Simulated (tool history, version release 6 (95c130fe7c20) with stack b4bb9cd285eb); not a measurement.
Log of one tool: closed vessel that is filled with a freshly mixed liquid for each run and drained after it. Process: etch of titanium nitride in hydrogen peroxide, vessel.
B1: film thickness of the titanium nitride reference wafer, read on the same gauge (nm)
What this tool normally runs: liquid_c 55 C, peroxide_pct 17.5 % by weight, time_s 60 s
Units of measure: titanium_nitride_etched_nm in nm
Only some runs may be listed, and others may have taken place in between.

run 1 hour=0 | liquid_c=55 peroxide_pct=17.5 time_s=60 | B1=29.7 | titanium_nitride_etched_nm=6.45
run 2 hour=18.9 | liquid_c=55 peroxide_pct=17.5 time_s=60 | B1=29.67 | titanium_nitride_etched_nm=6.5
run 3 hour=38.8 | liquid_c=55 peroxide_pct=20.5 time_s=60 | B1=29.67 | titanium_nitride_etched_nm=6.68
run 4 hour=70 | liquid_c=55 peroxide_pct=20.5 time_s=60 | B1=29.62 | titanium_nitride_etched_nm=6.75
run 5 hour=101.3 | liquid_c=55 peroxide_pct=20.5 time_s=60 | B1=29.57 | titanium_nitride_etched_nm=6.64
run 6 hour=127.9 | liquid_c=49 peroxide_pct=17.5 time_s=80 | B1=29.59 | titanium_nitride_etched_nm=5.55
run 7 hour=163.3 | liquid_c=49 peroxide_pct=17.5 time_s=80 | B1=29.55 | titanium_nitride_etched_nm=5.65
run 8 hour=190.6 | liquid_c=55 peroxide_pct=17.5 time_s=60 | B1=29.58 | titanium_nitride_etched_nm=6.5
run 9 hour=202.7 | liquid_c=55 peroxide_pct=17.5 time_s=60 | B1=29.55 | titanium_nitride_etched_nm=6.47
-- hour=208.7 gauge calibrated
run 10 hour=224.1 | liquid_c=55 peroxide_pct=17.5 time_s=60 | B1=29.83 | titanium_nitride_etched_nm=6.52
-- hour=243.3 thermometer replaced
run 11 hour=256.8 | liquid_c=55 peroxide_pct=17.5 time_s=60 | B1=29.75 | titanium_nitride_etched_nm=6.5
-- hour=274.1 new drum of peroxide connected
run 12 hour=279.9 | liquid_c=55 peroxide_pct=17.5 time_s=60 | B1=29.69 | titanium_nitride_etched_nm=6.42
run 13 hour=305.7 | liquid_c=55 peroxide_pct=17.5 time_s=60 | B1=29.63 | titanium_nitride_etched_nm=6.51
run 14 hour=331.4 | liquid_c=50.5 peroxide_pct=19 time_s=60 | B1=29.62 | titanium_nitride_etched_nm=4.79
run 15 hour=344.1 | liquid_c=45 peroxide_pct=20.5 time_s=60 | B1=29.6 | titanium_nitride_etched_nm=3.23
run 16 hour=359.8 | liquid_c=62.5 peroxide_pct=19.5 time_s=95 | B1=29.56 | titanium_nitride_etched_nm=17.58
run 17 hour=383.7 | liquid_c=55 peroxide_pct=13 time_s=60 | B1=29.57 | titanium_nitride_etched_nm=6.02
run 18 hour=415.3 | liquid_c=52.5 peroxide_pct=17.5 time_s=60 | B1=29.51 | titanium_nitride_etched_nm=5.39
run 19 hour=431.9 | liquid_c=48 peroxide_pct=17.5 time_s=30 | B1=29.56 | titanium_nitride_etched_nm=1.95
run 20 hour=463.4 | liquid_c=55 peroxide_pct=17.5 time_s=60 | B1=29.5 | titanium_nitride_etched_nm=6.43
-- hour=472.2 peroxide flow meter replaced
run 21 hour=485 | liquid_c=49 peroxide_pct=17.5 time_s=80 | B1=29.52 | titanium_nitride_etched_nm=5.61
run 22 hour=502.7 | liquid_c=55 peroxide_pct=17.5 time_s=60 | B1=29.47 | titanium_nitride_etched_nm=6.45
run 23 hour=533.8 | liquid_c=59.5 peroxide_pct=15 time_s=30 | B1=29.45 | titanium_nitride_etched_nm=4.26
run 24 hour=547 | liquid_c=51 peroxide_pct=13.5 time_s=45 | B1=29.44 | titanium_nitride_etched_nm=3.43
-- hour=561.7 gauge calibrated
run 25 hour=569.3 | liquid_c=55 peroxide_pct=17.5 time_s=60 | B1=29.96 | titanium_nitride_etched_nm=6.53
run 26 hour=660.4 | liquid_c=55 peroxide_pct=17.5 time_s=60 | B1=29.8 | titanium_nitride_etched_nm=6.49
run 27 hour=679.1 | liquid_c=45 peroxide_pct=20.5 time_s=60 | B1=29.78 | titanium_nitride_etched_nm=3.28
run 28 hour=692.1 | liquid_c=61.5 peroxide_pct=17.5 time_s=30 | B1=29.73 | titanium_nitride_etched_nm=5.06
run 29 hour=728 | liquid_c=51 peroxide_pct=16 time_s=60 | B1=29.68 | titanium_nitride_etched_nm=4.76

What if the next run were any one of these 4? Each begins from the tool's condition after run 29:
run A hour=728.7 | liquid_c=50.5 peroxide_pct=17.5 time_s=60 | B1=? | titanium_nitride_etched_nm=?
run B hour=728.7 | liquid_c=51 peroxide_pct=22 time_s=75 | B1=? | titanium_nitride_etched_nm=?
run C hour=728.7 | liquid_c=55 peroxide_pct=16 time_s=60 | B1=? | titanium_nitride_etched_nm=?
run D hour=728.7 | liquid_c=51.5 peroxide_pct=14.5 time_s=60 | B1=? | titanium_nitride_etched_nm=?

run=A B1=29.66 titanium_nitride_etched_nm=4.72
run=B B1=29.66 titanium_nitride_etched_nm=6.42
run=C B1=29.66 titanium_nitride_etched_nm=6.37
run=D B1=29.66 titanium_nitride_etched_nm=4.87
What these runs would have given with no unlogged condition in the tool:
run=A titanium_nitride_etched_nm=4.77
run=B titanium_nitride_etched_nm=6.49
run=C titanium_nitride_etched_nm=6.44
run=D titanium_nitride_etched_nm=4.92
